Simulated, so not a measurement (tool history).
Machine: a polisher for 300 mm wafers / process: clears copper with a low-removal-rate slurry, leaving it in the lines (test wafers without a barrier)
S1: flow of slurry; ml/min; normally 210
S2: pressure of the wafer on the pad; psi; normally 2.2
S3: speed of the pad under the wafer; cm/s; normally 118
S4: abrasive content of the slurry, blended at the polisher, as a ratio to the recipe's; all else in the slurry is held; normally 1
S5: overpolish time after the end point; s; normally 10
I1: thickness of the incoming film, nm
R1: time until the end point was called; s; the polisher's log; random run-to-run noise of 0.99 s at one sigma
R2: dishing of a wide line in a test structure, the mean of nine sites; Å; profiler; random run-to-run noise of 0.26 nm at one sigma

run    hour   S1   S2   S3    S4  S5     I1     R1   R2
  1       0  210  2.2  118  0.85  10  278.3    106  165
       62.6  -- slurry nozzle cleaned
  2    99.7  210  2.2  118     1  10  282.7   93.3  183
  3   173.8  210  2.2  118     1  10  280.3     93  180
      201.6  -- slurry blender recalibrated
  4   223.9  210  2.2  118     1  10  276.3   93.1  181
      267.6  -- worn pad replaced by a new one
  5   330.4  210  2.2  118     1  10    280   97.3  180
  6     379  210  2.2  118     1  10  280.6   96.7  174
      437.6  -- slurry nozzle cleaned
  7   456.7  210  2.2  118     1  10  279.4     93  181
  8   512.5  210  2.2  118     1  11  281.2   92.9  189
      542.6  -- slurry blender recalibrated
  9   580.4  210  2.2  118     1  11  279.5   95.6  192
 10   624.3  210  2.2  150     1  10  279.9     75  214
      668.4  -- worn pad replaced by a new one
 11   703.6  210  2.2  150     1  10  275.8   76.2  213
      715.8  -- head pressure recalibrated
 12   743.3  210  2.2  118     1  10  280.3   97.5  176
 13   806.5  210  2.2  118     1  10  278.6   99.1  174
      824.8  -- slurry nozzle cleaned
      853.3  -- slurry blender recalibrated
 14   899.7  210  2.2  118     1  10  279.8   93.8  181
      986.4  -- worn pad replaced by a new one
 15   992.9  210  2.2  118     1  10  277.5   94.8  180
 16    1046  210  2.2  118     1  10  274.2   97.3  174
 17  1135.1  210  2.2  118     1  11  282.9  101.6  184
     1183.6  -- slurry blender recalibrated
 18  1218.6  180  2.5  118   0.8  10    278  104.7  166
     1231.7  -- slurry nozzle cleaned
 19  1264.5  175  1.4  118     1  12  280.9  131.3  161
       1311  -- worn pad replaced by a new one
 20  1341.9  280  2.2  106     1  10  275.9   99.6  170
 21  1389.8  210  2.2  152     1  10  281.9   73.9  219
       1440  -- head pressure recalibrated
 22  1451.3  210  2.2  118  0.85  10  276.6  100.8  171
 23  1502.1  210  2.2  118     1  16  281.5     99  248
     1519.7  -- slurry blender recalibrated
 24  1566.4  210  2.2  118     1  10  282.3   99.5  175
     1596.6  -- slurry nozzle cleaned
 25  1625.5  165  1.6  148     1  12  277.9   94.6  206
     1676.9  -- worn pad replaced by a new one
 26  1677.4  270  2.2  118     1  10  283.1   92.2  185
 27  1739.6  210  2.2  118     1  15  275.7   94.2  244
 28  1802.7  210  1.4   88     1  10  279.9  177.7  109

What if the next run were any one of these 4? Each begins from the tool's condition after run 28:
  A  1803.2  210  2.2  118   0.7  10  282.9   ?   ?
  B  1803.2  170  2.7  118     1   6  282.9   ?   ?
  C  1803.2  210  1.7  140  0.85  13  282.9   ?   ?
  D  1803.2  210  2.2  156     1  10  282.9   ?   ?

run     R1   R2
  A  109.1  162
  B   84.3  132
  C  102.6  206
  D   72.2  222
Without the tool's unlogged condition, the same runs would have read:
run     R1   R2
  A  105.4  166
  B     81  136
  C   99.2  212
  D   69.7  227
